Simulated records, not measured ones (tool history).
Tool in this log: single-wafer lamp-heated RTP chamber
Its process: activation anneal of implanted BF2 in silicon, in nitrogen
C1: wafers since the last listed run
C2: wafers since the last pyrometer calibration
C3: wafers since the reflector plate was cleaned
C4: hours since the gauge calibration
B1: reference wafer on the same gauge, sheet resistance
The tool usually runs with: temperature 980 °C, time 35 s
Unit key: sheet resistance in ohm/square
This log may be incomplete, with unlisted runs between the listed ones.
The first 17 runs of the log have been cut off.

Run 18, hour 855.3: usual settings but temperature 990 °C, time 53 s; C1 630; C2 7483; C3 8444; C4 2263.5; B1 249.12. Result: sheet resistance 175.24 ohm/square.
At hour 882.5: pyrometer window cleaned and pyrometer calibrated.
At hour 884.7: gauge calibrated.
Run 19, hour 924.3: usual settings but time 25 s; C1 873; C2 599; C3 9317; C4 39.6; B1 249. Result: sheet resistance 228.41 ohm/square.
Run 20, hour 949.7: usual settings but temperature 956 °C, time 43 s; C1 363; C2 963; C3 9681; C4 65; B1 248.88. Result: sheet resistance 258.2 ohm/square.
Run 21, hour 993.9: usual settings; C1 633; C2 1596; C3 10314; C4 109.2; B1 248.7. Result: sheet resistance 214.87 ohm/square.
Run 22, hour 1047.5: usual settings but temperature 1009 °C, time 14 s; C1 767; C2 2364; C3 11082; C4 162.8; B1 248.69. Result: sheet resistance 197.99 ohm/square.
Run 23, hour 1077.7: usual settings; C1 432; C2 2796; C3 11515; C4 193; B1 249.04. Result: sheet resistance 211.88 ohm/square.
Run 24, hour 1107.7: usual settings but temperature 1000 °C, time 18 s; C1 429; C2 3226; C3 11945; C4 223; B1 248.75. Result: sheet resistance 198.93 ohm/square.
Run 25, hour 1135.8: usual settings; C1 402; C2 3628; C3 12347; C4 251.1; B1 248.66. Result: sheet resistance 210.91 ohm/square.
Run 26, hour 1183.3: usual settings but temperature 996 °C, time 48 s; C1 680; C2 4309; C3 13027; C4 298.6; B1 249.02. Result: sheet resistance 169.77 ohm/square.
At hour 1240.5: reflector plate cleaned.
Run 27, hour 1241: usual settings but temperature 999 °C, time 22 s; C1 711; C2 5021; C3 6; C4 356.3; B1 249.39. Result: sheet resistance 193.14 ohm/square.
Run 28, hour 1275.4: usual settings but temperature 1006 °C; C1 492; C2 5514; C3 499; C4 390.7; B1 249.05. Result: sheet resistance 164.44 ohm/square.
Run 29, hour 1347.3: usual settings but temperature 1004 °C, time 51 s; C1 1029; C2 6543; C3 1529; C4 462.6; B1 249.06. Result: sheet resistance 155.68 ohm/square.
Run 30, hour 1392: usual settings but temperature 994 °C, time 43 s; C1 640; C2 7184; C3 2169; C4 507.3; B1 249.39. Result: sheet resistance 174.72 ohm/square.
At hour 1414.3: pyrometer window cleaned and pyrometer calibrated.
Run 31, hour 1484.2: usual settings but temperature 990 °C; C1 1206; C2 1001; C3 3375; C4 599.5; B1 249.03. Result: sheet resistance 196.06 ohm/square.
Run 32, hour 1524.4: usual settings; C1 575; C2 1577; C3 3951; C4 639.7; B1 248.93. Result: sheet resistance 214.68 ohm/square.
Run 33, hour 1574.3: usual settings but temperature 1003 °C, time 54 s; C1 714; C2 2292; C3 4666; C4 689.6; B1 249.02. Result: sheet resistance 158.5 ohm/square.
Run 34, hour 1642.9: usual settings; C1 982; C2 3274; C3 5648; C4 758.2; B1 248.97. Result: sheet resistance 212.44 ohm/square.
Run 35, hour 1691.2: usual settings; C1 691; C2 3966; C3 6340; C4 806.5; B1 249.19. Result: sheet resistance 210.96 ohm/square.
Run 36, hour 1716.2: usual settings; C1 358; C2 4324; C3 6698; C4 831.5; B1 249.27. Result: sheet resistance 212.21 ohm/square.
Run 37, hour 1749.7: usual settings but temperature 1010 °C; C1 479; C2 4804; C3 7178; C4 865; B1 248.91. Result: sheet resistance 161.09 ohm/square.

Alternative continuations, all from the tool just after run 37; predict every row:
Run A, hour 1750.1: usual settings but temperature 1001 °C; C1 5; C2 4810; C3 7184; C4 865.4; B1 ?. Result: sheet resistance ?.
Run B, hour 1750.1: usual settings but temperature 989 °C, time 54 s; C1 5; C2 4810; C3 7184; C4 865.4; B1 ?. Result: sheet resistance ?.
Run C, hour 1750.1: usual settings but temperature 991 °C; C1 5; C2 4810; C3 7184; C4 865.4; B1 ?. Result: sheet resistance ?.
Run D, hour 1750.1: usual settings but temperature 998 °C; C1 5; C2 4810; C3 7184; C4 865.4; B1 ?. Result: sheet resistance ?.

run      B1  sheet resistance
  A  249.05            172.65
  B  249.05               176
  C  249.05            189.71
  D  249.05            177.46
Without the tool's hidden state the same runs would have given:
run  sheet resistance
  A            180.28
  B            183.73
  C            198.52
  D            185.51
